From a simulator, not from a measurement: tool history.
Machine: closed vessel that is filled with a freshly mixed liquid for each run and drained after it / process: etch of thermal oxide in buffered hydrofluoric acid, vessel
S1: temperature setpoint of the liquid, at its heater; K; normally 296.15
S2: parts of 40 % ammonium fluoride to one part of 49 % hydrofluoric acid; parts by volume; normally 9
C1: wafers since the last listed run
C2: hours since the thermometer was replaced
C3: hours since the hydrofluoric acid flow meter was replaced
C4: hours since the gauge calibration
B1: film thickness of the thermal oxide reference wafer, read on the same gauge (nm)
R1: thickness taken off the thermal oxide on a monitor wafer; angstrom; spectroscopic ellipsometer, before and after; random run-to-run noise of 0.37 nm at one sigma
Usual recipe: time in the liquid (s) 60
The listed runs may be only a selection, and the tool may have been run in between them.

{"run": 1, "hour": 0.0, "S1": 296.15, "S2": 9, "time in the liquid (s)": 60, "C1": 0, "C2": 1190.6, "C3": 1529.1, "C4": 58, "B1": 60.01, "R1": 699.8}
{"run": 2, "hour": 28.4, "S1": 293.65, "S2": 6.5, "time in the liquid (s)": 60, "C1": 1770, "C2": 1219, "C3": 1557.5, "C4": 86.4, "B1": 60.03, "R1": 843.3}
{"run": 3, "hour": 62.2, "S1": 296.15, "S2": 9, "time in the liquid (s)": 85, "C1": 2106, "C2": 1252.8, "C3": 1591.3, "C4": 120.2, "B1": 60.01, "R1": 990.8}
{"run": 4, "hour": 86.7, "S1": 296.15, "S2": 9, "time in the liquid (s)": 60, "C1": 1527, "C2": 1277.3, "C3": 1615.8, "C4": 144.7, "B1": 59.99, "R1": 687.6}
{"run": 5, "hour": 122.6, "S1": 296.15, "S2": 9, "time in the liquid (s)": 60, "C1": 2237, "C2": 1313.2, "C3": 1651.7, "C4": 180.6, "B1": 60.01, "R1": 688.9}
{"run": 6, "hour": 137.4, "S1": 298.15, "S2": 9, "time in the liquid (s)": 35, "C1": 922, "C2": 1328, "C3": 1666.5, "C4": 195.4, "B1": 59.99, "R1": 449.1}
{"run": 7, "hour": 172.3, "S1": 296.15, "S2": 9, "time in the liquid (s)": 60, "C1": 2175, "C2": 1362.9, "C3": 1701.4, "C4": 230.3, "B1": 59.97, "R1": 689.3}
{"run": 8, "hour": 199.7, "S1": 296.15, "S2": 9, "time in the liquid (s)": 60, "C1": 1707, "C2": 1390.3, "C3": 1728.8, "C4": 257.7, "B1": 59.96, "R1": 689.7}
{"run": 9, "hour": 235.5, "S1": 296.15, "S2": 9, "time in the liquid (s)": 60, "C1": 2231, "C2": 1426.1, "C3": 1764.6, "C4": 293.5, "B1": 60.02, "R1": 689.4}
{"hour": 246.7, "done": "thermometer replaced"}
{"run": 10, "hour": 268.0, "S1": 296.15, "S2": 10, "time in the liquid (s)": 60, "C1": 1963, "C2": 21.3, "C3": 1797.1, "C4": 326, "B1": 60.02, "R1": 684.8}
{"hour": 271.2, "done": "hydrofluoric acid flow meter replaced"}
{"run": 11, "hour": 280.4, "S1": 296.15, "S2": 10, "time in the liquid (s)": 60, "C1": 710, "C2": 33.7, "C3": 9.2, "C4": 338.4, "B1": 60.01, "R1": 691.4}
{"run": 12, "hour": 300.0, "S1": 294.65, "S2": 9, "time in the liquid (s)": 45, "C1": 1221, "C2": 53.3, "C3": 28.8, "C4": 358, "B1": 59.99, "R1": 505.9}
{"run": 13, "hour": 316.4, "S1": 294.65, "S2": 9, "time in the liquid (s)": 45, "C1": 1022, "C2": 69.7, "C3": 45.2, "C4": 374.4, "B1": 60.01, "R1": 504.3}
{"run": 14, "hour": 332.3, "S1": 294.65, "S2": 9, "time in the liquid (s)": 45, "C1": 991, "C2": 85.6, "C3": 61.1, "C4": 390.3, "B1": 60.01, "R1": 505.3}
{"run": 15, "hour": 361.9, "S1": 296.15, "S2": 9, "time in the liquid (s)": 40, "C1": 1844, "C2": 115.2, "C3": 90.7, "C4": 419.9, "B1": 59.98, "R1": 489.9}
{"run": 16, "hour": 386.7, "S1": 296.15, "S2": 9, "time in the liquid (s)": 50, "C1": 1545, "C2": 140, "C3": 115.5, "C4": 444.7, "B1": 59.98, "R1": 605.9}
{"run": 17, "hour": 422.4, "S1": 298.15, "S2": 9, "time in the liquid (s)": 35, "C1": 2225, "C2": 175.7, "C3": 151.2, "C4": 480.4, "B1": 60.01, "R1": 478.3}
{"run": 18, "hour": 444.4, "S1": 298.15, "S2": 12.5, "time in the liquid (s)": 30, "C1": 1371, "C2": 197.7, "C3": 173.2, "C4": 502.4, "B1": 60, "R1": 306.6}
{"run": 19, "hour": 475.8, "S1": 296.15, "S2": 9, "time in the liquid (s)": 70, "C1": 1957, "C2": 229.1, "C3": 204.6, "C4": 533.8, "B1": 59.99, "R1": 843.5}
{"hour": 476.9, "done": "gauge calibrated"}
{"run": 20, "hour": 503.6, "S1": 299.65, "S2": 12, "time in the liquid (s)": 60, "C1": 1732, "C2": 256.9, "C3": 232.4, "C4": 26.7, "B1": 60.02, "R1": 685}
{"run": 21, "hour": 538.6, "S1": 296.15, "S2": 9, "time in the liquid (s)": 60, "C1": 2181, "C2": 291.9, "C3": 267.4, "C4": 61.7, "B1": 60, "R1": 726.4}
{"run": 22, "hour": 566.0, "S1": 296.15, "S2": 7, "time in the liquid (s)": 80, "C1": 1707, "C2": 319.3, "C3": 294.8, "C4": 89.1, "B1": 59.98, "R1": 1273.6}
{"run": 23, "hour": 597.9, "S1": 293.15, "S2": 9, "time in the liquid (s)": 30, "C1": 1988, "C2": 351.2, "C3": 326.7, "C4": 121, "B1": 60.03, "R1": 306.4}
{"run": 24, "hour": 633.3, "S1": 299.15, "S2": 9, "time in the liquid (s)": 80, "C1": 2206, "C2": 386.6, "C3": 362.1, "C4": 156.4, "B1": 60, "R1": 1134.2}
{"run": 25, "hour": 665.3, "S1": 294.15, "S2": 11, "time in the liquid (s)": 35, "C1": 1994, "C2": 418.6, "C3": 394.1, "C4": 188.4, "B1": 59.99, "R1": 323.5}
{"run": 26, "hour": 679.4, "S1": 293.65, "S2": 9, "time in the liquid (s)": 60, "C1": 878, "C2": 432.7, "C3": 408.2, "C4": 202.5, "B1": 59.98, "R1": 625.8}
{"run": 27, "hour": 707.6, "S1": 296.15, "S2": 7.5, "time in the liquid (s)": 35, "C1": 1757, "C2": 460.9, "C3": 436.4, "C4": 230.7, "B1": 60, "R1": 515.6}
{"run": 28, "hour": 732.5, "S1": 296.15, "S2": 9, "time in the liquid (s)": 60, "C1": 1552, "C2": 485.8, "C3": 461.3, "C4": 255.6, "B1": 60.01, "R1": 719.7}
{"run": 29, "hour": 756.9, "S1": 291.15, "S2": 6, "time in the liquid (s)": 85, "C1": 1520, "C2": 510.2, "C3": 485.7, "C4": 280, "B1": 60, "R1": 1158.9}
{"run": 30, "hour": 770.1, "S1": 296.15, "S2": 9, "time in the liquid (s)": 60, "C1": 822, "C2": 523.4, "C3": 498.9, "C4": 293.2, "B1": 60, "R1": 717.7}
{"run": 31, "hour": 785.4, "S1": 299.15, "S2": 9, "time in the liquid (s)": 60, "C1": 953, "C2": 538.7, "C3": 514.2, "C4": 308.5, "B1": 60.01, "R1": 849.4}
{"run": 32, "hour": 808.3, "S1": 296.15, "S2": 9, "time in the liquid (s)": 60, "C1": 1427, "C2": 561.6, "C3": 537.1, "C4": 331.4, "B1": 60.01, "R1": 719.7}
{"run": 33, "hour": 836.8, "S1": 296.15, "S2": 9, "time in the liquid (s)": 60, "C1": 1776, "C2": 590.1, "C3": 565.6, "C4": 359.9, "B1": 59.99, "R1": 715.6}

Run-by-run hidden state of the tool:
hydrofluoric acid flow below the setpoint (%): 0 across all the runs
gauge reads high (%): 0 across all the runs
H1: liquid colder than its thermometer reads (K)
run=1 H1=1.1
run=2 H1=1.12
run=3 H1=1.15
run=4 H1=1.17
run=5 H1=1.2
run=6 H1=1.21
run=7 H1=1.24
run=8 H1=1.26
run=9 H1=1.29
run=10 H1=0.113
run=11 H1=0.124
run=12 H1=0.14
run=13 H1=0.153
run=14 H1=0.166
run=15 H1=0.19
run=16 H1=0.211
run=17 H1=0.24
run=18 H1=0.258
run=19 H1=0.284
run=20 H1=0.307
run=21 H1=0.335
run=22 H1=0.358
run=23 H1=0.384
run=24 H1=0.413
run=25 H1=0.439
run=26 H1=0.451
run=27 H1=0.474
run=28 H1=0.494
run=29 H1=0.514
run=30 H1=0.525
run=31 H1=0.537
run=32 H1=0.556
run=33 H1=0.579
